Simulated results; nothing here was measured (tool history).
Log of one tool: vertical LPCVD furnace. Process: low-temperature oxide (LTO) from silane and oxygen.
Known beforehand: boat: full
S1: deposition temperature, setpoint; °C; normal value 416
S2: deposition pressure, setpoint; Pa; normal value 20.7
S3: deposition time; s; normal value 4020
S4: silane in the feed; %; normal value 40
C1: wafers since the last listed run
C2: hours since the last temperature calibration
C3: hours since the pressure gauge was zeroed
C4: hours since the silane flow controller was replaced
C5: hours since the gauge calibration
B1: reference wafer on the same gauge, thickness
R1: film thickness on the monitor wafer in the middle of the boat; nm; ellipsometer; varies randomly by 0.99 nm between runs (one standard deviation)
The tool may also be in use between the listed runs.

run   hour   S1    S2    S3  S4   C1      C2      C3      C4     C5      B1      R1
  1      0  407  20.7  4020  40    0  3153.7  1710.4  4217.2  168.4  522.02  514.24
  2    8.3  407  20.7  4020  40   76    3162  1718.7  4225.5  176.7  521.88  514.46
  3   19.6  407  20.7  4020  40  103  3173.3    1730  4236.8    188   521.7  512.53
  4   29.6  416  20.7  4020  40   91  3183.3    1740  4246.8    198   521.9   565.1
  5   43.7  416  20.7  4020  40  129  3197.4  1754.1  4260.9  212.1  521.93  565.76
  6   52.8  416  20.7  4020  40   83  3206.5  1763.2    4270  221.2   522.2   565.3
  7   66.2  416  16.7  4020  40  123  3219.9  1776.6  4283.4  234.6  521.93  459.71
  8   84.9  416  16.7  4020  40  171  3238.6  1795.3  4302.1  253.3  522.07  459.99
     116.1  -- thermocouples replaced and temperature profile calibrated
  9  116.6  416  16.7  4020  40   70     0.5    1827  4333.8    285  522.15  461.39
 10    122  416  20.7  4020  40   49     5.9  1832.4  4339.2  290.4  521.59   564.6
     169.1  -- pressure gauge zeroed
 11  182.6  411  25.3  4020  48  336    66.5    13.5  4399.8    351  521.49  756.47
 12  203.7  416  20.7  4020  40  193    87.6    34.6  4420.9  372.1  522.06  539.65
 13  218.6  422  22.7  3360  48  136   102.5    49.5  4435.8    387  521.93   631.7
     224.3  -- gauge calibrated
     243.3  -- silane flow controller replaced
 14  243.8  425  20.7  3030  40   11   127.7    74.7     0.5   19.5  521.77  447.17
 15  253.9  416  20.7  4020  40   92   137.8    84.8    10.6   29.6  522.06  543.11
 16  266.1  416  23.3  4020  40  112     150      97    22.8   41.8  522.51  612.73
 17  284.2  416  20.7  4020  40  166   168.1   115.1    40.9   59.9  521.97   544.8
 18    292  416  20.7  5430  40   71   175.9   122.9    48.7   67.7  522.09  733.77
 19  312.7  407  25.3  4590  45  190   196.6   143.6    69.4   88.4  521.79   788.8
 20  371.1  416  20.7  4020  40  536     255     202   127.8  146.8  521.99  548.17
 21    379  416  20.7  5220  34   72   262.9   209.9   135.7  154.7  521.56  581.22

Branching from run 21: 4 alternative next runs. What would each branch give?
  A  384.5  416  20.7  4020  40  50  268.4  215.4  141.2  160.2   ?   ?
  B  384.5  412  20.7  4020  40  50  268.4  215.4  141.2  160.2   ?   ?
  C  384.5  411  24.7  4020  36  50  268.4  215.4  141.2  160.2   ?   ?
  D  384.5  416  20.7  5280  40  50  268.4  215.4  141.2  160.2   ?   ?

run      B1      R1
  A  521.66  549.11
  B  521.66  526.65
  C  521.66   545.8
  D  521.66  721.22
The same runs, with their run-to-run variation unchanged, on a tool lacking any hidden condition would have given:
run      R1
  A  540.39
  B  518.29
  C  538.52
  D  709.77
